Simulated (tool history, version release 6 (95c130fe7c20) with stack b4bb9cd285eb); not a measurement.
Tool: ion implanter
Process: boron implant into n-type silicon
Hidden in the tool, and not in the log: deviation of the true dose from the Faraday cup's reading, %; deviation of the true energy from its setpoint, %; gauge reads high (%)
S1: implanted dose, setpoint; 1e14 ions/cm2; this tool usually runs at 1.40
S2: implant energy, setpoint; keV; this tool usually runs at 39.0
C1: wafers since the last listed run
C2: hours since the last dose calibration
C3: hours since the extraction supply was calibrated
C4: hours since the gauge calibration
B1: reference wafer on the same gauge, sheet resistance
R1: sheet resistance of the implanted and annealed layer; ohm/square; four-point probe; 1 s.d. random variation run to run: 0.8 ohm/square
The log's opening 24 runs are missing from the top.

| run | hour | S1 | S2 | C1 | C2 | C3 | C4 | B1 | R1 |
|---|---|---|---|---|---|---|---|---|---|
| 25 | 605.7 | 1.56 | 27.5 | 455 | 55.3 | 6667.3 | 253.2 | 625.80 | 520.34 |
| 26 | 634.3 | 1.07 | 52.5 | 388 | 83.9 | 6695.9 | 281.8 | 626.02 | 604.16 |
| 27 | 667.9 | 1.64 | 51.5 | 456 | 117.5 | 6729.5 | 315.4 | 626.05 | 451.76 |
| 28 | 686.8 | 1.68 | 39.0 | 256 | 136.4 | 6748.4 | 334.3 | 625.76 | 464.80 |
|  | 701.7 | extraction supply calibrated |
| 29 | 713.1 | 1.58 | 25.5 | 248 | 162.7 | 11.4 | 360.6 | 625.92 | 520.40 |
| 30 | 735.0 | 1.54 | 28.0 | 297 | 184.6 | 33.3 | 382.5 | 625.85 | 523.04 |
| 31 | 836.1 | 1.02 | 45.0 | 1373 | 285.7 | 134.4 | 483.6 | 626.41 | 646.39 |
| 32 | 860.4 | 1.77 | 39.0 | 330 | 310.0 | 158.7 | 507.9 | 626.37 | 447.06 |
|  | 899.1 | gauge calibrated |
| 33 | 964.7 | 1.07 | 52.5 | 1416 | 414.3 | 263.0 | 65.6 | 626.13 | 606.94 |

Predict each of these 5 candidate next runs independently; none follows another, all start after run 33:
| A | 965.1 | 1.40 | 39.0 | 5 | 414.7 | 263.4 | 66.0 | ? | ? |
| B | 965.1 | 1.40 | 46.0 | 5 | 414.7 | 263.4 | 66.0 | ? | ? |
| C | 965.1 | 1.03 | 28.0 | 5 | 414.7 | 263.4 | 66.0 | ? | ? |
| D | 965.1 | 1.25 | 31.0 | 5 | 414.7 | 263.4 | 66.0 | ? | ? |
| E | 965.1 | 1.67 | 26.5 | 5 | 414.7 | 263.4 | 66.0 | ? | ? |

| run | B1 | R1 |
|---|---|---|
| A | 625.87 | 528.83 |
| B | 625.87 | 513.67 |
| C | 625.87 | 701.46 |
| D | 625.87 | 597.87 |
| E | 625.87 | 494.43 |
Had the tool no hidden state, the same runs would have come out as:
| run | R1 |
|---|---|
| A | 529.91 |
| B | 514.70 |
| C | 702.91 |
| D | 599.11 |
| E | 495.50 |
